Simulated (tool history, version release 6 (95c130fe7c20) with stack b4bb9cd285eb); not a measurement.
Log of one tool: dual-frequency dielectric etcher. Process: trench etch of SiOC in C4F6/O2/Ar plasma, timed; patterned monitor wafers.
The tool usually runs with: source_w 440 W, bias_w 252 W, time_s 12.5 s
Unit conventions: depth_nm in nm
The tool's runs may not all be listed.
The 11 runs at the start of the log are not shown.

run,hour,source_w,bias_w,time_s,"read-back reference wafer on the same gauge, depth_nm",depth_nm
12,890.7,490,266,12.5,28.40,28.57
13,925.9,540,252,12.5,28.38,29.38
14,989.0,470,252,12.5,28.42,27.60
# hour 1023.3: gauge calibrated
15,1042.8,500,234,15.5,28.36,34.90
16,1111.1,440,252,12.5,28.39,27.00
17,1197.0,440,252,12.5,28.40,27.11
18,1249.0,440,252,12.5,28.42,27.31
19,1293.4,490,272,14.5,28.39,33.53
20,1350.3,440,252,12.5,28.41,27.22
21,1420.3,400,194,15.0,28.40,30.02
# hour 1469.8: wet clean of the chamber
22,1470.3,440,276,14.5,28.38,31.91
23,1502.7,440,200,10.5,28.40,21.67
24,1558.0,440,252,12.5,28.38,27.03
25,1599.8,510,252,12.5,28.40,28.69
26,1631.6,440,252,12.5,28.37,27.04
27,1671.6,500,213,11.0,28.37,24.44
28,1725.4,440,290,12.5,28.41,28.02
29,1753.7,490,277,12.5,28.41,29.17
30,1940.7,440,252,12.5,28.39,27.36
31,1989.8,440,252,14.5,28.38,31.75

Below are 3 alternative next runs, each starting from the tool's condition after run 31. Predict each:
A,1990.2,440,252,9.0,?,?
B,1990.2,440,252,11.5,?,?
C,1990.2,470,200,12.5,?,?

run,"read-back reference wafer on the same gauge, depth_nm",depth_nm
A,28.41,19.70
B,28.41,25.17
C,28.41,26.91
Stripped of hidden state, with their random variation kept, the same runs would have yielded:
run,depth_nm
A,19.30
B,24.66
C,26.36
